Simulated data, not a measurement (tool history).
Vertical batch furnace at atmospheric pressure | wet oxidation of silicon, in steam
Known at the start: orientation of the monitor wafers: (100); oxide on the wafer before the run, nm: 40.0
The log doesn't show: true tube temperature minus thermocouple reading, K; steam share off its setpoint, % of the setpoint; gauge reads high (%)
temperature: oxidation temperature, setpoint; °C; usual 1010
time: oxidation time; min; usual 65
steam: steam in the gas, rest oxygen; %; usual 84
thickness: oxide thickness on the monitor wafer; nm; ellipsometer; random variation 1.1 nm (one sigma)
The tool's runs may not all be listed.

run   hour  temperature  time  steam  wafers since the last listed run  hours since the last temperature calibration  hours since the steam generator was serviced  hours since the gauge calibration  read-back reference wafer on the same gauge, thickness  thickness
  1      0          992    65     84                                 0                                          2440                                        2318.3                              412.6                                                  362.68     374.38
  2   30.7         1010    65     84                               296                                        2470.7                                          2349                              443.3                                                  363.26     421.64
  3   57.7         1010    65     84                               260                                        2497.7                                          2376                              470.3                                                  362.99     419.22
  4   92.9         1010    65     84                               340                                        2532.9                                        2411.2                              505.5                                                  363.07     419.46
  5  120.4         1010    65     93                               265                                        2560.4                                        2438.7                                533                                                  363.16     447.72
  6  141.2         1010    65     93                               201                                        2581.2                                        2459.5                              553.8                                                  363.17     447.65
  7  160.8         1010    65     93                               189                                        2600.8                                        2479.1                              573.4                                                  362.96     447.14
  8    189         1010    65     87                               272                                          2629                                        2507.3                              601.6                                                  363.01     427.83
     215.7  -- thermocouples replaced and temperature profile calibrated
  9  216.2         1010    65     87                                30                                           0.5                                        2534.5                              628.8                                                     363     417.02
 10  240.6         1020  53.5     84                               235                                          24.9                                        2558.9                              653.2                                                  363.11     383.28
 11  270.8         1020  53.5     84                               291                                          55.1                                        2589.1                              683.4                                                  363.06     383.07
 12  295.9         1027    78     84                               242                                          80.2                                        2614.2                              708.5                                                  363.02     505.32
 13    315         1027    78     84                               184                                          99.3                                        2633.3                              727.6                                                  362.85      505.7
 14  337.4         1010    65     84                               216                                         121.7                                        2655.7                                750                                                  363.13     407.66
 15    360         1010    65     84                               218                                         144.3                                        2678.3                              772.6                                                   362.8     409.71
 16  384.3         1010    65     84                               234                                         168.6                                        2702.6                              796.9                                                   362.8     408.74
 17  397.2         1010    65     84                               124                                         181.5                                        2715.5                              809.8                                                  363.12     407.68
 18  424.3         1010    65     87                               261                                         208.6                                        2742.6                              836.9                                                  363.04     419.84
 19  453.1         1010    65     84                               278                                         237.4                                        2771.4                              865.7                                                  363.07     410.34
     457.6  -- gauge calibrated
 20  465.6          995    56     94                               120                                         249.9                                        2783.9                                  8                                                  363.08     363.47
 21  480.7         1030    65     80                               145                                           265                                          2799                               23.1                                                  362.79     450.87
 22  514.9         1010    65     84                               330                                         299.2                                        2833.2                               57.3                                                  362.99     409.64
 23  543.4         1010    43     92                               275                                         327.7                                        2861.7                               85.8                                                   362.9     334.23
 24  566.8         1010  95.5     78                               226                                         351.1                                        2885.1                              109.2                                                  363.07     500.77
 25  589.8          989    65     78                               222                                         374.1                                        2908.1                              132.2                                                  363.01     342.79
 26  620.3         1010  80.5     84                               294                                         404.6                                        2938.6                              162.7                                                  362.91     470.86
       663  -- steam generator serviced
 27  663.5          995    65     74                               185                                         447.8                                           0.5                              205.9                                                  363.15     354.97
 28  685.4         1010  45.5     80                               211                                         469.7                                          22.4                              227.8                                                   362.8     328.03
 29  702.5         1003    65     92                               165                                         486.8                                          39.5                              244.9                                                     363     432.89
 30    718          993    65     84                               149                                         502.3                                            55                              260.4                                                  362.98      380.9
 31  747.8         1029  54.5     75                               288                                         532.1                                          84.8                              290.2                                                  363.06     397.87
 32  775.1          986    52     92                               263                                         559.4                                         112.1                              317.5                                                   363.1     332.38
 33  807.8         1034    65     84                               316                                         592.1                                         144.8                              350.2                                                  362.89     487.86
 34  827.2         1010    65     84                               187                                         611.5                                         164.2                              369.6                                                  362.82     425.52
 35  857.3         1010    65     92                               290                                         641.6                                         194.3                              399.7                                                  362.89      448.4
 36  882.2         1010    77     84                               240                                         666.5                                         219.2                              424.6                                                  363.07      472.2
 37  917.3         1010    94     93                               339                                         701.6                                         254.3                              459.7                                                  362.86     567.51
 38  930.3         1010    65     84                               125                                         714.6                                         267.3                              472.7                                                  363.09     421.09

Some steps in thickness between neighbouring runs. How much of each would the tool show without its hidden state too (settings, what came in, random variation), and how much is left for the hidden state, with any gauge scatter that isn't in both results?
Run 8 -> 9: thermocouples replaced and temperature profile calibrated. thickness -10.81 nm: hidden state -13.39, all else +2.58.
Run 23 -> 24: time 43 -> 95.5, steam 92 -> 78. thickness +166.54 nm: hidden state -3.67, all else +170.21.
Run 24 -> 25: temperature 1010 -> 989, time 95.5 -> 65. thickness -157.98 nm: hidden state +3.94, all else -161.92.
Run 26 -> 27: temperature 1010 -> 995, time 80.5 -> 65, steam 84 -> 74, steam generator serviced. thickness -115.89 nm: hidden state +14.38, all else -130.27.
Run 32 -> 33: temperature 986 -> 1034, time 52 -> 65, steam 92 -> 84. thickness +155.48 nm: hidden state -0.6, all else +156.08.
